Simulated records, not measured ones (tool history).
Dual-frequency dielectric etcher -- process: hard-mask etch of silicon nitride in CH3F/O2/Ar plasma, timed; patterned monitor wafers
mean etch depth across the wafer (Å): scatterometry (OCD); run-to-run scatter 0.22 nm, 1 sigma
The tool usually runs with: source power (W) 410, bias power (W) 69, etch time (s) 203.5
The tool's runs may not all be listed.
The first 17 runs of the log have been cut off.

run	hour	source power (W)	bias power (W)	etch time (s)	read-back reference wafer on the same gauge, depth_nm	mean etch depth across the wafer (Å)
# hour 245.1: gauge calibrated
18	246.8	410	69	203.5	143	1509
19	260.5	410	75	241.0	143	1850
# hour 273.1: source power generator calibrated
20	295.2	410	74	225.0	143	1716
# hour 325.6: wet clean of the chamber
# hour 330.6: upper electrode replaced
21	331.1	480	85	203.5	143	1698
22	331.5	320	53	166.0	143	1010
23	333.0	490	82	157.0	143	1304
# hour 345.8: bias power generator calibrated
24	384.3	480	60	256.0	143	1883
25	390.8	410	79	170.0	143	1309
26	404.6	410	69	203.5	143	1492
27	419.8	410	69	203.5	143	1491
28	429.9	410	69	155.5	143	1140
29	437.6	320	62	254.0	143	1638
30	448.9	410	77	203.5	143	1557

Forecast each of these 4 alternatives for the next run:
A	449.4	410	69	203.5	?	?
B	449.4	370	62	203.5	?	?
C	449.4	500	60	163.5	?	?
D	449.4	480	56	183.5	?	?

run	read-back reference wafer on the same gauge, depth_nm	mean etch depth across the wafer (Å)
A	143	1493
B	143	1383
C	143	1223
D	143	1319
Take away the tool's hidden state, keep each run's random variation, and the runs would have read:
run	mean etch depth across the wafer (Å)
A	1491
B	1382
C	1222
D	1318
